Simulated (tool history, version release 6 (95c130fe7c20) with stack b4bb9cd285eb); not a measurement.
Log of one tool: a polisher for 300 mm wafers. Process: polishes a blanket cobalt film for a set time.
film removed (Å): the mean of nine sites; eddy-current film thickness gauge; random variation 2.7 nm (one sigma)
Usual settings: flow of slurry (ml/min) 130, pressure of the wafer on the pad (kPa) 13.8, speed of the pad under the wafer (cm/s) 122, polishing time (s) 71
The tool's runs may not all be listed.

run	hour	flow of slurry (ml/min)	pressure of the wafer on the pad (kPa)	speed of the pad under the wafer (cm/s)	polishing time (s)	incoming thickness of the incoming film, nm	film removed (Å)
1	0.0	130	13.8	122	71	1207.4	4127
2	43.7	130	13.8	122	71	1216.4	4120
3	71.7	130	13.8	122	71	1193.5	4151
# hour 94.8: worn pad replaced by a new one
4	106.3	130	13.8	122	71	1198.1	4144
5	159.7	130	13.8	122	71	1205.2	4149
6	202.0	130	13.8	122	71	1207.4	4167
7	230.0	130	13.8	122	71	1193.5	4141
8	295.7	130	13.8	122	71	1206.3	4128
# hour 298.2: slurry nozzle cleaned
# hour 315.6: worn pad replaced by a new one
9	366.7	130	13.8	122	71	1216.7	4135
10	434.8	130	13.8	122	71	1225.6	4154
11	460.5	130	13.8	122	71	1195.4	4171
# hour 499.7: worn pad replaced by a new one
# hour 504.0: head pressure recalibrated
12	511.4	150	13.8	122	71	1219.1	4235
13	557.7	130	13.8	122	71	1203.6	4124
14	619.6	130	13.8	122	71	1209.2	4135
15	690.9	130	13.8	108	71	1191.5	3698
# hour 695.9: slurry nozzle cleaned
# hour 732.9: worn pad replaced by a new one
16	758.2	145	12.4	80	85	1199.1	2984
17	860.2	85	15.2	136	71	1221.7	4791
18	897.9	130	15.9	122	71	1200.4	4777
# hour 940.2: worn pad replaced by a new one
19	966.1	170	13.8	122	71	1202.3	4346
20	1011.6	130	13.8	144	71	1190.8	4837
21	1046.7	130	17.9	134	81	1198.4	6741
22	1079.8	130	13.8	122	63	1235.2	3691

4 ways to go on from here, each from the tool as it stands after run 22. What would each give?
A	1080.2	130	13.8	122	71	1221.5	?
B	1080.2	175	15.9	154	84	1221.5	?
C	1080.2	130	13.8	122	81	1221.5	?
D	1080.2	130	16.5	122	71	1221.5	?

run	film removed (Å)
A	4173
B	7459
C	4760
D	5007
Without the tool's hidden state the same runs would have given:
run	film removed (Å)
A	4173
B	7459
C	4760
D	5007
